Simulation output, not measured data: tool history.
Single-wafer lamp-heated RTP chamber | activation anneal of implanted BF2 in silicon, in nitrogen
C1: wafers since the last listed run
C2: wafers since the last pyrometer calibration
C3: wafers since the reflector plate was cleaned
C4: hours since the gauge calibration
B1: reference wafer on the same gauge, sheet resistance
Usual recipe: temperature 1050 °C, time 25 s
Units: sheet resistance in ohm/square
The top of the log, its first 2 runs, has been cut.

run 3 hour=47.0 | temperature=1050 time=25 | C1=204 C2=338 C3=5977 C4=570.2 | B1=411.28 | sheet_resistance=403.17
run 4 hour=72.0 | temperature=1069 time=25 | C1=304 C2=642 C3=6281 C4=595.2 | B1=411.02 | sheet_resistance=399.46
run 5 hour=101.7 | temperature=1069 time=25 | C1=361 C2=1004 C3=6643 C4=624.9 | B1=410.95 | sheet_resistance=398.19
run 6 hour=131.3 | temperature=1069 time=25 | C1=360 C2=1365 C3=7004 C4=654.5 | B1=411.27 | sheet_resistance=398.84
run 7 hour=159.7 | temperature=1042 time=25 | C1=345 C2=1711 C3=7349 C4=682.9 | B1=411.14 | sheet_resistance=405.16
run 8 hour=184.8 | temperature=1042 time=25 | C1=305 C2=2016 C3=7655 C4=708.0 | B1=411.02 | sheet_resistance=405.73
run 9 hour=203.0 | temperature=1050 time=33 | C1=221 C2=2238 C3=7877 C4=726.2 | B1=411.14 | sheet_resistance=400.09
run 10 hour=230.3 | temperature=1050 time=25 | C1=332 C2=2571 C3=8209 C4=753.5 | B1=410.95 | sheet_resistance=404.44
run 11 hour=252.4 | temperature=1050 time=31 | C1=269 C2=2840 C3=8479 C4=775.6 | B1=411.04 | sheet_resistance=400.50
run 12 hour=266.9 | temperature=1050 time=31 | C1=176 C2=3016 C3=8655 C4=790.1 | B1=410.99 | sheet_resistance=400.18
run 13 hour=299.7 | temperature=1050 time=31 | C1=399 C2=3416 C3=9055 C4=822.9 | B1=411.04 | sheet_resistance=398.62
run 14 hour=333.5 | temperature=1050 time=25 | C1=411 C2=3828 C3=9467 C4=856.7 | B1=411.03 | sheet_resistance=403.07
-- hour=372.2 reflector plate cleaned
run 15 hour=372.7 | temperature=1050 time=25 | C1=380 C2=4208 C3=5 C4=895.9 | B1=410.84 | sheet_resistance=402.92
run 16 hour=400.0 | temperature=1050 time=25 | C1=332 C2=4540 C3=338 C4=923.2 | B1=410.97 | sheet_resistance=401.68
run 17 hour=425.6 | temperature=1050 time=25 | C1=311 C2=4852 C3=650 C4=948.8 | B1=411.01 | sheet_resistance=400.42
run 18 hour=456.7 | temperature=1050 time=25 | C1=378 C2=5231 C3=1028 C4=979.9 | B1=411.06 | sheet_resistance=401.99
run 19 hour=479.9 | temperature=1058 time=19 | C1=282 C2=5514 C3=1311 C4=1003.1 | B1=411.02 | sheet_resistance=403.16
run 20 hour=515.5 | temperature=1021 time=38 | C1=433 C2=5947 C3=1745 C4=1038.7 | B1=410.96 | sheet_resistance=402.82
run 21 hour=538.1 | temperature=1050 time=21 | C1=275 C2=6222 C3=2020 C4=1061.3 | B1=410.89 | sheet_resistance=402.46
-- hour=567.1 pyrometer window cleaned and pyrometer calibrated
run 22 hour=571.7 | temperature=1059 time=31 | C1=311 C2=55 C3=2332 C4=1094.9 | B1=410.92 | sheet_resistance=398.97
run 23 hour=606.3 | temperature=1050 time=25 | C1=421 C2=477 C3=2753 C4=1129.5 | B1=410.94 | sheet_resistance=404.29
run 24 hour=618.3 | temperature=1059 time=19 | C1=146 C2=623 C3=2899 C4=1141.5 | B1=411.03 | sheet_resistance=406.57
run 25 hour=631.9 | temperature=1050 time=25 | C1=165 C2=789 C3=3065 C4=1155.1 | B1=410.89 | sheet_resistance=405.57
-- hour=636.7 gauge calibrated
run 26 hour=652.5 | temperature=1022 time=25 | C1=250 C2=1040 C3=3316 C4=15.8 | B1=410.95 | sheet_resistance=410.95
run 27 hour=667.6 | temperature=1075 time=25 | C1=183 C2=1224 C3=3500 C4=30.9 | B1=410.88 | sheet_resistance=397.59

Run 28 comes next. What will it give?
run 28 hour=680.4 | temperature=1024 time=21 | C1=155 C2=1379 C3=3656 C4=43.7 | B1=? | sheet_resistance=?

B1: 411.07
sheet resistance: 412.58 ohm/square
Take away the tool's hidden state, keep the run-to-run variation as it was, and the same run would have given sheet resistance 412.69 ohm/square.

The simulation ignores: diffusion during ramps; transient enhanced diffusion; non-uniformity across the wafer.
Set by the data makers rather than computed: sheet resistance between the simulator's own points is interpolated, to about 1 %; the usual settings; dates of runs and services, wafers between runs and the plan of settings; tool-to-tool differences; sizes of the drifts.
